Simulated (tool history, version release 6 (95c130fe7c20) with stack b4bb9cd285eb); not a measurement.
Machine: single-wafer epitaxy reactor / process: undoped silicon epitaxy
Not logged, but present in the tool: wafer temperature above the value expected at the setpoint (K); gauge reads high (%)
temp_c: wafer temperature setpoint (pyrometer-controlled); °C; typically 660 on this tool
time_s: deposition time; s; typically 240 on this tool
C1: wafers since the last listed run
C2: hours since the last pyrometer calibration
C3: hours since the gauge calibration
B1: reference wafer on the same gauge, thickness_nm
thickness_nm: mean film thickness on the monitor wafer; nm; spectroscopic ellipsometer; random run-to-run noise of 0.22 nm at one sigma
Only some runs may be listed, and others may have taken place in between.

run 1 day=0.000 | temp_c=660 time_s=240 | C1=0 C2=789.3 C3=134.7 | B1=40.053 | thickness_nm=47.440
run 2 day=3.512 | temp_c=660 time_s=240 | C1=408 C2=873.6 C3=219.0 | B1=40.138 | thickness_nm=47.406
run 3 day=6.408 | temp_c=660 time_s=240 | C1=337 C2=943.1 C3=288.5 | B1=40.161 | thickness_nm=47.275
run 4 day=10.242 | temp_c=669 time_s=210 | C1=446 C2=1035.1 C3=380.5 | B1=40.107 | thickness_nm=50.761
run 5 day=13.821 | temp_c=660 time_s=272 | C1=416 C2=1121.0 C3=466.4 | B1=40.036 | thickness_nm=52.797
run 6 day=16.408 | temp_c=660 time_s=272 | C1=301 C2=1183.1 C3=528.5 | B1=40.128 | thickness_nm=52.902
run 7 day=20.346 | temp_c=660 time_s=272 | C1=458 C2=1277.6 C3=623.0 | B1=40.103 | thickness_nm=52.770
-- day=25.408 pyrometer calibrated
run 8 day=28.883 | temp_c=649 time_s=240 | C1=955 C2=83.4 C3=827.9 | B1=40.070 | thickness_nm=36.587
run 9 day=30.779 | temp_c=674 time_s=256 | C1=220 C2=128.9 C3=873.4 | B1=40.067 | thickness_nm=71.447
run 10 day=38.771 | temp_c=660 time_s=240 | C1=930 C2=320.7 C3=1065.2 | B1=40.108 | thickness_nm=47.816
run 11 day=42.392 | temp_c=660 time_s=240 | C1=421 C2=407.6 C3=1152.1 | B1=40.156 | thickness_nm=47.811
-- day=49.425 gauge calibrated
run 12 day=55.846 | temp_c=665 time_s=195 | C1=1566 C2=730.5 C3=154.1 | B1=40.103 | thickness_nm=42.978
run 13 day=58.062 | temp_c=660 time_s=240 | C1=258 C2=783.7 C3=207.3 | B1=40.146 | thickness_nm=47.691
run 14 day=61.546 | temp_c=667 time_s=283 | C1=405 C2=867.3 C3=290.9 | B1=40.199 | thickness_nm=65.955
run 15 day=65.338 | temp_c=655 time_s=228 | C1=441 C2=958.3 C3=381.9 | B1=40.057 | thickness_nm=39.718
run 16 day=69.246 | temp_c=660 time_s=254 | C1=454 C2=1052.1 C3=475.7 | B1=40.093 | thickness_nm=50.011

Hidden state or all else? Some run-to-run changes of thickness_nm, split into what the settings, what came in and random variation would give without the hidden state, and what is left for the hidden state (with any gauge scatter that isn't in both results):
Run 7 -> 8: temp_c 660 -> 649, time_s 272 -> 240, pyrometer calibrated. thickness_nm -16.183 nm: hidden state +1.777, all else -17.960.
Run 8 -> 9: temp_c 649 -> 674, time_s 240 -> 256. thickness_nm +34.860 nm: hidden state -0.139, all else +34.999.

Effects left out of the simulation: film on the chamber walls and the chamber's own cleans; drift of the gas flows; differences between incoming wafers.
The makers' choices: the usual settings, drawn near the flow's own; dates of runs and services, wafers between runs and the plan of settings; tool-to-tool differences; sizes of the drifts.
